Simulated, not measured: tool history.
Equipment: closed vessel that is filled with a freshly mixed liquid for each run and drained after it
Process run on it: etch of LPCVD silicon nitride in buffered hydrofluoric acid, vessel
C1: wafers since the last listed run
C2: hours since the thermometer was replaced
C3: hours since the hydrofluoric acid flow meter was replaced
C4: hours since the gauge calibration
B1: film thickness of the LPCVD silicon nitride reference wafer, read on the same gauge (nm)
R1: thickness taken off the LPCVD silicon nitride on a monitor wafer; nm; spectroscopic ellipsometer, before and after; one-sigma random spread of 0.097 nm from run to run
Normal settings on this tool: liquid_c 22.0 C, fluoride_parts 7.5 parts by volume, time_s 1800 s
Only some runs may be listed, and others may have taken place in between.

Run 1, hour 0.0: usual settings; C1 0; C2 1797.8; C3 1493.2; C4 199.5; B1 129.99. Result: R1 26.62 nm.
Run 2, hour 19.8: usual settings; C1 490; C2 1817.6; C3 1513.0; C4 219.3; B1 129.97. Result: R1 26.24 nm.
Run 3, hour 54.4: usual settings; C1 856; C2 1852.2; C3 1547.6; C4 253.9; B1 129.99. Result: R1 26.34 nm.
Run 4, hour 83.4: usual settings; C1 718; C2 1881.2; C3 1576.6; C4 282.9; B1 129.99. Result: R1 26.36 nm.
At hour 85.5: gauge calibrated.
Run 5, hour 96.1: usual settings; C1 314; C2 1893.9; C3 1589.3; C4 10.6; B1 130.02. Result: R1 26.28 nm.
Run 6, hour 118.7: usual settings; C1 559; C2 1916.5; C3 1611.9; C4 33.2; B1 130.01. Result: R1 26.28 nm.
Run 7, hour 138.2: usual settings; C1 482; C2 1936.0; C3 1631.4; C4 52.7; B1 130.00. Result: R1 26.41 nm.
Run 8, hour 156.1: usual settings; C1 443; C2 1953.9; C3 1649.3; C4 70.6; B1 129.98. Result: R1 26.31 nm.
Run 9, hour 187.4: usual settings but liquid_c 18.5 C, fluoride_parts 8.5 parts by volume, time_s 780 s; C1 775; C2 1985.2; C3 1680.6; C4 101.9; B1 130.00. Result: R1 8.16 nm.
Run 10, hour 200.9: usual settings; C1 334; C2 1998.7; C3 1694.1; C4 115.4; B1 129.99. Result: R1 26.47 nm.
Run 11, hour 214.7: usual settings but liquid_c 19.0 C, fluoride_parts 5.0 parts by volume, time_s 1085 s; C1 341; C2 2012.5; C3 1707.9; C4 129.2; B1 129.99. Result: R1 19.19 nm.
At hour 230.3: hydrofluoric acid flow meter replaced.
Run 12, hour 249.0: usual settings but liquid_c 18.0 C, fluoride_parts 10.5 parts by volume; C1 824; C2 2046.8; C3 18.7; C4 163.5; B1 130.03. Result: R1 15.45 nm.
At hour 264.7: thermometer replaced.
Run 13, hour 275.8: usual settings but liquid_c 19.5 C; C1 638; C2 11.1; C3 45.5; C4 190.3; B1 129.99. Result: R1 23.11 nm.
Run 14, hour 293.8: usual settings but liquid_c 25.5 C, time_s 1100 s; C1 445; C2 29.1; C3 63.5; C4 208.3; B1 130.00. Result: R1 19.44 nm.
Run 15, hour 308.3: usual settings; C1 359; C2 43.6; C3 78.0; C4 222.8; B1 129.98. Result: R1 26.36 nm.
At hour 312.1: gauge calibrated.
Run 16, hour 343.5: usual settings but liquid_c 19.0 C, fluoride_parts 10.5 parts by volume; C1 871; C2 78.8; C3 113.2; C4 31.4; B1 130.01. Result: R1 16.40 nm.
Run 17, hour 432.4: usual settings; C1 2201; C2 167.7; C3 202.1; C4 120.3; B1 130.02. Result: R1 26.39 nm.

How the hidden state differs across the entries between the runs, from the last listed run before each to the first after it:
In the gap between runs 4 and 5: gauge calibrated (hour 85.5)
  no difference in the tool's unlogged condition between these two runs
In the gap between runs 11 and 12: hydrofluoric acid flow meter replaced (hour 230.3)
  no difference in the tool's unlogged condition between these two runs
In the gap between runs 12 and 13: thermometer replaced (hour 264.7)
  no difference in the tool's unlogged condition between these two runs
In the gap between runs 15 and 16: gauge calibrated (hour 312.1)
  no difference in the tool's unlogged condition between these two runs
